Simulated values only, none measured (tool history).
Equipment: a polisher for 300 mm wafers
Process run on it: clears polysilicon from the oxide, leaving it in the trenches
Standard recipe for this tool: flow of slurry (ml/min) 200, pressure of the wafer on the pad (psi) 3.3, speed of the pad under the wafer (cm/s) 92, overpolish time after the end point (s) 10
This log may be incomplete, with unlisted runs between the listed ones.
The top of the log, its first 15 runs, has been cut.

run	hour	flow of slurry (ml/min)	pressure of the wafer on the pad (psi)	speed of the pad under the wafer (cm/s)	overpolish time after the end point (s)	wafers since the last listed run	wafers polished on this pad	hours since the slurry nozzle was cleaned	hours since the head pressure was calibrated	incoming thickness of the incoming film, nm	time until the end point was called (s)	dishing of a wide line in a test structure (angstrom)
# hour 1066.5: worn pad replaced by a new one
16	1089.2	230	3.3	84	10	926	325	656.1	297.3	371.4	28.7	446
17	1182.3	200	2.9	92	10	1337	1662	749.2	390.4	373.7	32.6	443
# hour 1275.1: slurry nozzle cleaned
18	1283.7	200	3.3	78	4	1442	3104	8.6	491.8	367.3	33.9	278
19	1372.3	200	3.3	92	10	1272	4377	97.2	580.4	374.0	29.0	449
20	1414.5	225	3.3	102	10	606	4983	139.4	622.6	369.4	26.3	470
# hour 1514.6: worn pad replaced by a new one
21	1652.9	200	3.3	108	10	3366	1985	377.8	861.0	368.3	22.4	467
22	1693.8	200	2.5	92	10	587	2573	418.7	901.9	367.6	37.1	414
23	1799.2	155	3.3	92	6	1513	4087	524.1	1007.3	378.1	30.2	364
24	1864.6	200	3.3	104	5	939	5026	589.5	1072.7	374.7	25.8	372
25	1963.4	200	3.3	92	10	1419	6445	688.3	1171.5	365.5	28.1	449
# hour 1974.6: head pressure recalibrated
# hour 2034.2: worn pad replaced by a new one
# hour 2049.2: slurry nozzle cleaned
26	2120.2	200	3.3	78	6	2151	1220	71.0	145.6	364.0	31.6	359
27	2167.5	180	4.4	92	10	679	1900	118.3	192.9	366.9	21.0	481
28	2212.9	200	3.3	70	10	652	2552	163.7	238.3	378.2	37.9	412
29	2317.7	220	2.8	92	10	1505	4057	268.5	343.1	367.1	33.5	420
30	2422.0	200	3.3	92	7	1498	5555	372.8	447.4	373.3	29.1	399
31	2523.7	200	3.3	92	10	1460	7016	474.5	549.1	368.9	28.8	445

Predict the results of run 32:
# hour 2590.8: worn pad replaced by a new one
32	2596.7	200	4.1	92	6	991	85	547.5	622.1	362.2	?	?

{"run 32": {"time until the end point was called (s)": 20.6, "dishing of a wide line in a test structure (angstrom)": 417}}
Were there no unlogged condition in the tool, this run, its random variation unchanged, would have produced time until the end point was called (s) 20.3, dishing of a wide line in a test structure (angstrom) 420.

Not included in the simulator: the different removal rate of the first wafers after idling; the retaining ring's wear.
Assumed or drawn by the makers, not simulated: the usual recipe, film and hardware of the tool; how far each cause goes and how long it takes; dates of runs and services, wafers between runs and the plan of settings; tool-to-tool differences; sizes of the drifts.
